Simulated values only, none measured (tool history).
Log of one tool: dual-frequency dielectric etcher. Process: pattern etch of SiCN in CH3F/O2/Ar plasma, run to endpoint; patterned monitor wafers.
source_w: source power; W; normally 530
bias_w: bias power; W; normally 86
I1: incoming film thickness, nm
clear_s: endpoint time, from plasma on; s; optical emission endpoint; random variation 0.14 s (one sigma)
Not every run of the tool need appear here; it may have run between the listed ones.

{"run": 1, "hour": 0.0, "source_w": 530, "bias_w": 86, "I1": 10.83, "clear_s": 26.6}
{"run": 2, "hour": 9.1, "source_w": 530, "bias_w": 86, "I1": 10.76, "clear_s": 26.7}
{"run": 3, "hour": 26.9, "source_w": 530, "bias_w": 86, "I1": 10.82, "clear_s": 26.8}
{"run": 4, "hour": 39.1, "source_w": 530, "bias_w": 86, "I1": 10.8, "clear_s": 26.6}
{"run": 5, "hour": 56.4, "source_w": 530, "bias_w": 86, "I1": 10.7, "clear_s": 26.3}
{"run": 6, "hour": 63.8, "source_w": 530, "bias_w": 86, "I1": 10.87, "clear_s": 26.6}
{"run": 7, "hour": 75.5, "source_w": 530, "bias_w": 86, "I1": 10.88, "clear_s": 26.7}
{"run": 8, "hour": 83.2, "source_w": 530, "bias_w": 86, "I1": 10.84, "clear_s": 26.8}
{"run": 9, "hour": 96.7, "source_w": 530, "bias_w": 86, "I1": 10.75, "clear_s": 26.4}
{"run": 10, "hour": 137.0, "source_w": 530, "bias_w": 86, "I1": 10.78, "clear_s": 26.5}
{"hour": 147.7, "done": "source power generator calibrated"}
{"run": 11, "hour": 153.1, "source_w": 530, "bias_w": 86, "I1": 10.84, "clear_s": 26.4}
{"hour": 184.0, "done": "upper electrode replaced, of another model than before"}
{"run": 12, "hour": 184.5, "source_w": 530, "bias_w": 86, "I1": 10.72, "clear_s": 26.1}
{"run": 13, "hour": 184.9, "source_w": 480, "bias_w": 81, "I1": 10.75, "clear_s": 28.5}
{"run": 14, "hour": 196.8, "source_w": 440, "bias_w": 66, "I1": 10.81, "clear_s": 34.7}
{"run": 15, "hour": 212.7, "source_w": 620, "bias_w": 73, "I1": 10.81, "clear_s": 27.2}
{"run": 16, "hour": 222.4, "source_w": 530, "bias_w": 86, "I1": 10.84, "clear_s": 26.3}
{"run": 17, "hour": 234.1, "source_w": 530, "bias_w": 86, "I1": 10.88, "clear_s": 26.5}
{"run": 18, "hour": 250.5, "source_w": 570, "bias_w": 98, "I1": 10.85, "clear_s": 23.4}
{"run": 19, "hour": 265.6, "source_w": 440, "bias_w": 101, "I1": 10.84, "clear_s": 26.0}
{"run": 20, "hour": 272.2, "source_w": 530, "bias_w": 86, "I1": 10.75, "clear_s": 25.7}
{"hour": 279.7, "done": "bias power generator calibrated"}
{"hour": 302.0, "done": "wet clean of the chamber"}
{"run": 21, "hour": 302.5, "source_w": 560, "bias_w": 86, "I1": 10.8, "clear_s": 26.4}
{"run": 22, "hour": 302.8, "source_w": 650, "bias_w": 75, "I1": 10.8, "clear_s": 26.7}
{"run": 23, "hour": 336.9, "source_w": 430, "bias_w": 106, "I1": 10.81, "clear_s": 26.8}
{"run": 24, "hour": 352.7, "source_w": 530, "bias_w": 86, "I1": 10.84, "clear_s": 27.2}

Run 25 comes next. What will it give?
{"run": 25, "hour": 368.4, "source_w": 530, "bias_w": 86, "I1": 10.79, "clear_s": "?"}

Run 25 gave clear_s 27.1 s.
With the hidden condition absent and the run-to-run variation left alone, this run would have shown clear_s 27.4 s.
